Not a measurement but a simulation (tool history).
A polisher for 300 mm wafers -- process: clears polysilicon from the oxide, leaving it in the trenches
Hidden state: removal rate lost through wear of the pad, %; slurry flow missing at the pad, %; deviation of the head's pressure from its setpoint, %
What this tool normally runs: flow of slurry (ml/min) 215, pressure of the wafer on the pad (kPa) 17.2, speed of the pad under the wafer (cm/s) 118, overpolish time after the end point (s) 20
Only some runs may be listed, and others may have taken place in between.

| run | day | flow of slurry (ml/min) | pressure of the wafer on the pad (kPa) | speed of the pad under the wafer (cm/s) | overpolish time after the end point (s) | wafers since the last listed run | wafers polished on this pad | hours since the slurry nozzle was cleaned | hours since the head pressure was calibrated | incoming thickness of the incoming film, nm | time until the end point was called (s) |
|---|---|---|---|---|---|---|---|---|---|---|---|
| 1 | 0 | 215 | 17.2 | 118 | 20 | 0 | 1190 | 222.6 | 679.7 | 640.5 | 39.6 |
| 2 | 5.479 | 215 | 17.2 | 118 | 20 | 914 | 2104 | 354.1 | 811.2 | 644.3 | 40.5 |
| 3 | 7.038 | 215 | 17.2 | 118 | 20 | 260 | 2364 | 391.5 | 848.6 | 650.2 | 41 |
|  | 9.338 | head pressure recalibrated |
| 4 | 9.358 | 215 | 17.2 | 118 | 20 | 373 | 2738 | 447.2 | 0.5 | 642.2 | 40.8 |
|  | 11.383 | worn pad replaced by a new one |
| 5 | 12.967 | 215 | 17.2 | 128 | 20 | 574 | 264 | 533.8 | 87.1 | 646.6 | 37.8 |
| 6 | 16.679 | 215 | 12.4 | 118 | 20 | 619 | 884 | 622.9 | 176.2 | 640.5 | 55.8 |
| 7 | 18.362 | 215 | 17.2 | 118 | 20 | 281 | 1165 | 663.3 | 216.6 | 637.1 | 41.4 |
| 8 | 19.975 | 215 | 17.2 | 118 | 20 | 269 | 1434 | 702 | 255.3 | 629.5 | 41.3 |
| 9 | 22.35 | 215 | 17.2 | 118 | 20 | 396 | 1830 | 759 | 312.3 | 635.6 | 42.2 |
| 10 | 25.688 | 215 | 17.2 | 118 | 20 | 557 | 2387 | 839.1 | 392.4 | 643.9 | 42.6 |
|  | 26.325 | slurry nozzle cleaned |
|  | 27.133 | worn pad replaced by a new one |
| 11 | 29.288 | 215 | 17.2 | 118 | 20 | 566 | 359 | 71.1 | 478.8 | 631.1 | 38.7 |
| 12 | 31.175 | 215 | 17.2 | 118 | 20 | 315 | 674 | 116.4 | 524.1 | 628.8 | 38.5 |
| 13 | 35.104 | 215 | 17.2 | 118 | 20 | 655 | 1330 | 210.7 | 618.4 | 645.6 | 39.8 |
| 14 | 36.729 | 215 | 17.2 | 118 | 20 | 271 | 1601 | 249.7 | 657.4 | 644.8 | 40.2 |
| 15 | 39.946 | 215 | 19.3 | 118 | 23 | 537 | 2138 | 326.9 | 734.6 | 645.4 | 36.1 |
| 16 | 42.446 | 160 | 11.7 | 132 | 23 | 417 | 2556 | 386.9 | 794.6 | 637.5 | 54.4 |
|  | 43.921 | worn pad replaced by a new one |
| 17 | 46.154 | 235 | 14.5 | 92 | 20 | 591 | 372 | 475.9 | 883.6 | 637.1 | 61.5 |
| 18 | 49.325 | 215 | 17.2 | 118 | 20 | 529 | 902 | 552 | 959.7 | 640.8 | 41.2 |
|  | 56.175 | head pressure recalibrated |
| 19 | 56.233 | 265 | 11.7 | 118 | 20 | 1139 | 2041 | 717.8 | 1.4 | 646.5 | 58.8 |
| 20 | 59.117 | 215 | 17.2 | 118 | 8 | 481 | 2522 | 787 | 70.6 | 634.2 | 42.5 |
|  | 62.012 | worn pad replaced by a new one |
| 21 | 62.104 | 215 | 17.2 | 80 | 20 | 470 | 14 | 858.7 | 142.3 | 634.4 | 63.4 |
|  | 62.833 | slurry nozzle cleaned |
| 22 | 65.067 | 215 | 17.2 | 118 | 20 | 487 | 502 | 53.6 | 213.4 | 643.7 | 40 |
| 23 | 67.662 | 215 | 17.2 | 106 | 20 | 433 | 935 | 115.9 | 275.7 | 646.1 | 44.5 |
| 24 | 70.6 | 215 | 17.2 | 118 | 20 | 490 | 1426 | 186.4 | 346.2 | 633.9 | 39.5 |
| 25 | 74.379 | 215 | 17.2 | 118 | 20 | 630 | 2057 | 277.1 | 436.9 | 644.6 | 40.2 |
| 26 | 77.983 | 215 | 17.2 | 118 | 20 | 601 | 2658 | 363.6 | 523.4 | 642.2 | 40.4 |
|  | 79.7 | worn pad replaced by a new one |
| 27 | 86.033 | 215 | 21.4 | 118 | 31 | 1316 | 1057 | 556.8 | 716.6 | 629.8 | 32.8 |

5 options for the next run, each taken on its own from the tool as it stands now. Forecast them:
| A | 86.05 | 215 | 17.2 | 118 | 20 | 2 | 1059 | 557.2 | 717 | 638.1 | ? |
| B | 86.05 | 215 | 17.2 | 158 | 26 | 2 | 1059 | 557.2 | 717 | 638.1 | ? |
| C | 86.05 | 240 | 17.2 | 118 | 20 | 2 | 1059 | 557.2 | 717 | 638.1 | ? |
| D | 86.05 | 195 | 12.4 | 104 | 27 | 2 | 1059 | 557.2 | 717 | 638.1 | ? |
| E | 86.05 | 215 | 13.1 | 118 | 20 | 2 | 1059 | 557.2 | 717 | 638.1 | ? |

| run | time until the end point was called (s) |
|---|---|
| A | 40.9 |
| B | 30.5 |
| C | 40.1 |
| D | 64.1 |
| E | 52.7 |
Take away the tool's hidden state, keep each run's random variation, and the runs would have read:
| run | time until the end point was called (s) |
|---|---|
| A | 38.3 |
| B | 28.6 |
| C | 37.8 |
| D | 59.7 |
| E | 49.4 |

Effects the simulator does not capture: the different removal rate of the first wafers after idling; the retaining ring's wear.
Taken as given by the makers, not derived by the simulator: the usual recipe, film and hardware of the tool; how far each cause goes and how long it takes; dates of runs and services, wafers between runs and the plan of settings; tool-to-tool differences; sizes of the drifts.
